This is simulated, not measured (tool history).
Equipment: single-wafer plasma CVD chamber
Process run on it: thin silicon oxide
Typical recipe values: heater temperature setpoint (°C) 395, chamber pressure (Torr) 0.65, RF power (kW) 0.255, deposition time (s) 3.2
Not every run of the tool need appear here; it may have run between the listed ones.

| run | hour | heater temperature setpoint (°C) | chamber pressure (Torr) | RF power (kW) | deposition time (s) | read-back reference wafer on the same gauge, thickness_nm | mean film thickness on the monitor wafer (Å) |
|---|---|---|---|---|---|---|---|
| 1 | 0 | 395 | 0.65 | 0.255 | 2.74 | 4.091 | 36.67 |
| 2 | 6.5 | 395 | 0.65 | 0.255 | 2.74 | 4.09 | 36.48 |
| 3 | 19.4 | 395 | 0.65 | 0.255 | 2.74 | 4.089 | 36.4 |
| 4 | 28.7 | 395 | 0.65 | 0.255 | 2.78 | 4.088 | 37.05 |
| 5 | 39.6 | 400 | 0.561 | 0.255 | 3.2 | 4.093 | 38.2 |
| 6 | 50 | 385 | 0.547 | 0.255 | 3.2 | 4.09 | 38.01 |
| 7 | 59.9 | 385 | 0.547 | 0.255 | 3.2 | 4.087 | 38.08 |
| 8 | 70.3 | 385 | 0.547 | 0.255 | 3.2 | 4.089 | 38.27 |
| 9 | 83.7 | 395 | 0.65 | 0.255 | 3.2 | 4.09 | 42.76 |
| 10 | 99 | 395 | 0.65 | 0.255 | 3.2 | 4.091 | 43.03 |
| 11 | 111.8 | 395 | 0.65 | 0.255 | 3.2 | 4.089 | 42.88 |
| 12 | 122 | 389 | 0.65 | 0.255 | 3.2 | 4.09 | 43.12 |
| 13 | 134.5 | 395 | 0.529 | 0.255 | 3.2 | 4.089 | 37.22 |
| 14 | 143.1 | 395 | 0.65 | 0.255 | 3.2 | 4.09 | 43.09 |
| 15 | 152.1 | 395 | 0.65 | 0.21 | 3.83 | 4.091 | 47.41 |
| 16 | 167.5 | 402 | 0.65 | 0.285 | 3.2 | 4.092 | 42.43 |
| 17 | 175.2 | 395 | 0.65 | 0.255 | 3.2 | 4.089 | 40.79 |
| 18 | 182.7 | 395 | 0.65 | 0.255 | 3.2 | 4.089 | 40.72 |
| 19 | 191.2 | 387 | 0.788 | 0.23 | 3.37 | 4.09 | 47.36 |
| 20 | 197.4 | 395 | 0.585 | 0.255 | 3.2 | 4.09 | 37.84 |
| 21 | 212.7 | 395 | 0.65 | 0.255 | 3.2 | 4.089 | 41.03 |
| 22 | 227.7 | 387 | 0.65 | 0.235 | 2.85 | 4.092 | 35.5 |
| 23 | 260.6 | 395 | 0.73 | 0.255 | 2.81 | 4.089 | 39.22 |
| 24 | 276.3 | 395 | 0.552 | 0.255 | 3.41 | 4.091 | 38.91 |
| 25 | 285.5 | 401 | 0.65 | 0.255 | 2.78 | 4.089 | 35.43 |

Between the runs listed above, the log contained 5 entries, not reproduced here. Where in the sequence does each belong, and how does what the log doesn't record of the tool's condition differ from the listed run before to the listed run after?
From run 12 to run 13: thermocouple changed; heater temperature recalibrated (hour 131.1); RF generator calibrated (hour 133.8)
  true pressure above the setpoint (%): 5.51 -> 5.6
  measured value less the no-hidden-state value, mean film thickness on the monitor wafer (Å): +1.68 -> +1.49
From run 13 to run 14: gauge calibrated (hour 140.1)
  true pressure above the setpoint (%): 5.6 -> 5.66
  measured value less the no-hidden-state value, mean film thickness on the monitor wafer (Å): +1.49 -> +1.72
From run 15 to run 16: showerhead replaced (hour 163.3); capacitance manometer re-zeroed and calibrated (hour 167)
  true pressure above the setpoint (%): 5.72 -> -1.38
  measured value less the no-hidden-state value, mean film thickness on the monitor wafer (Å): +1.91 -> -0.43

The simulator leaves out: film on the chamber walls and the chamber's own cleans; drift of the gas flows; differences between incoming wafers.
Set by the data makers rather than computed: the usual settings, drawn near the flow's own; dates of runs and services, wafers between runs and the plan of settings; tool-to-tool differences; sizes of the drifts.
